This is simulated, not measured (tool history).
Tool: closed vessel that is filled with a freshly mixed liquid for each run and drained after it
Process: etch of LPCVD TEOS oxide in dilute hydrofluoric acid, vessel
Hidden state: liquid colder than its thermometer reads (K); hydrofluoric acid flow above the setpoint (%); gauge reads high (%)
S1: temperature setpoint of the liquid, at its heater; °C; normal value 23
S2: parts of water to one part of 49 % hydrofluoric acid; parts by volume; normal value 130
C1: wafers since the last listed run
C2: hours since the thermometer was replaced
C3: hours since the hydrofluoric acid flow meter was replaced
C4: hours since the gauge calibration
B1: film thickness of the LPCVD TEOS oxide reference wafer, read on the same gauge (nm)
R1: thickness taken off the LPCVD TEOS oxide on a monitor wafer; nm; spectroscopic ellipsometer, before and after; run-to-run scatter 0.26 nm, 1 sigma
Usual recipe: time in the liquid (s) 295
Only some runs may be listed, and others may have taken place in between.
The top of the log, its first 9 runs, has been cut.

Run 10, hour 654: usual settings but time in the liquid (s) 340; C1 2891; C2 228.1; C3 474.9; C4 1410.6; B1 87.03. Result: R1 64.89 nm.
At hour 926.1: hydrofluoric acid flow meter replaced.
Run 11, hour 959.2: usual settings but time in the liquid (s) 340; C1 20124; C2 533.3; C3 33.1; C4 1715.8; B1 85.36. Result: R1 63.98 nm.
At hour 989.7: thermometer replaced.
Run 12, hour 998.8: usual settings but S1 26.5 °C, S2 175 parts by volume; C1 2553; C2 9.1; C3 72.7; C4 1755.4; B1 85.09. Result: R1 44.07 nm.
At hour 1025.4: gauge calibrated.
Run 13, hour 1050.3: usual settings but S1 21 °C; C1 3407; C2 60.6; C3 124.2; C4 24.9; B1 90.46. Result: R1 54.76 nm.
Run 14, hour 1095.1: usual settings but S1 21 °C; C1 2963; C2 105.4; C3 169; C4 69.7; B1 90.45. Result: R1 54.48 nm.
Run 15, hour 1189.2: usual settings but S1 21 °C; C1 6225; C2 199.5; C3 263.1; C4 163.8; B1 90.37. Result: R1 54.26 nm.
Run 16, hour 1228.2: usual settings; C1 2580; C2 238.5; C3 302.1; C4 202.8; B1 90.37. Result: R1 58.38 nm.
Run 17, hour 1298: usual settings but time in the liquid (s) 380; C1 4617; C2 308.3; C3 371.9; C4 272.6; B1 90.27. Result: R1 75.67 nm.
Run 18, hour 1334.2: usual settings; C1 2394; C2 344.5; C3 408.1; C4 308.8; B1 90.26. Result: R1 58.32 nm.
Run 19, hour 1421.6: usual settings but S1 19.5 °C, time in the liquid (s) 150; C1 5782; C2 431.9; C3 495.5; C4 396.2; B1 90.14. Result: R1 25.85 nm.
Run 20, hour 1484.2: usual settings but S2 85 parts by volume; C1 4141; C2 494.5; C3 558.1; C4 458.8; B1 90.04. Result: R1 93.76 nm.
Run 21, hour 1571.9: usual settings but S1 27.5 °C, S2 150 parts by volume, time in the liquid (s) 465; C1 5801; C2 582.2; C3 645.8; C4 546.5; B1 89.89. Result: R1 92.96 nm.
Run 22, hour 1642.2: usual settings but S2 80 parts by volume; C1 4650; C2 652.5; C3 716.1; C4 616.8; B1 89.79. Result: R1 100.31 nm.
At hour 1683.2: thermometer replaced.
At hour 1726.4: hydrofluoric acid flow meter replaced.
Run 23, hour 1726.9: usual settings but S2 160 parts by volume, time in the liquid (s) 440; C1 5471; C2 43.7; C3 0.5; C4 701.5; B1 89.6. Result: R1 67.65 nm.
Run 24, hour 1832.8: usual settings but S1 27 °C; C1 7006; C2 149.6; C3 106.4; C4 807.4; B1 89.3. Result: R1 67.2 nm.
Run 25, hour 1940.7: usual settings but S1 27.5 °C, S2 190 parts by volume, time in the liquid (s) 460; C1 7138; C2 257.5; C3 214.3; C4 915.3; B1 88.99. Result: R1 68.24 nm.
Run 26, hour 2010.1: usual settings but time in the liquid (s) 205; C1 4591; C2 326.9; C3 283.7; C4 984.7; B1 88.75. Result: R1 40.1 nm.
Run 27, hour 2072.3: usual settings; C1 4114; C2 389.1; C3 345.9; C4 1046.9; B1 88.53. Result: R1 58 nm.
Run 28, hour 2123.9: usual settings but S1 27.5 °C, S2 145 parts by volume, time in the liquid (s) 415; C1 3413; C2 440.7; C3 397.5; C4 1098.5; B1 88.4. Result: R1 84.04 nm.
Run 29, hour 2207.1: usual settings but S1 28 °C, S2 90 parts by volume, time in the liquid (s) 215; C1 5504; C2 523.9; C3 480.7; C4 1181.7; B1 88.03. Result: R1 76.27 nm.
Run 30, hour 2287.6: usual settings but S2 160 parts by volume; C1 5325; C2 604.4; C3 561.2; C4 1262.2; B1 87.71. Result: R1 44.83 nm.
Run 31, hour 2345.9: usual settings but S1 21 °C; C1 3856; C2 662.7; C3 619.5; C4 1320.5; B1 87.42. Result: R1 52.33 nm.
At hour 2358.7: thermometer replaced.
Run 32, hour 2413: usual settings but S1 21 °C, S2 85 parts by volume, time in the liquid (s) 210; C1 4372; C2 54.3; C3 686.6; C4 1387.6; B1 87.13. Result: R1 59.59 nm.
At hour 2414.3: gauge calibrated.
At hour 2454.6: hydrofluoric acid flow meter replaced.
Run 33, hour 2500.7: usual settings but S2 160 parts by volume, time in the liquid (s) 380; C1 5735; C2 142; C3 46.1; C4 86.4; B1 90.25. Result: R1 59.17 nm.

Each row is a separate what-if for the run after 33, all from the same tool condition, not one after another. Results?
Run A, hour 2501.4: usual settings but time in the liquid (s) 155; C1 46; C2 142.7; C3 46.8; C4 87.1; B1 ?. Result: R1 ?.
Run B, hour 2501.4: usual settings but S2 175 parts by volume, time in the liquid (s) 230; C1 46; C2 142.7; C3 46.8; C4 87.1; B1 ?. Result: R1 ?.
Run C, hour 2501.4: usual settings but S2 195 parts by volume; C1 46; C2 142.7; C3 46.8; C4 87.1; B1 ?. Result: R1 ?.

run     B1     R1
  A  90.23  30.67
  B  90.23  32.15
  C  90.23  36.23
Without the tool's hidden state the same runs would have given:
run     R1
  A  30.59
  B  32.07
  C  36.14
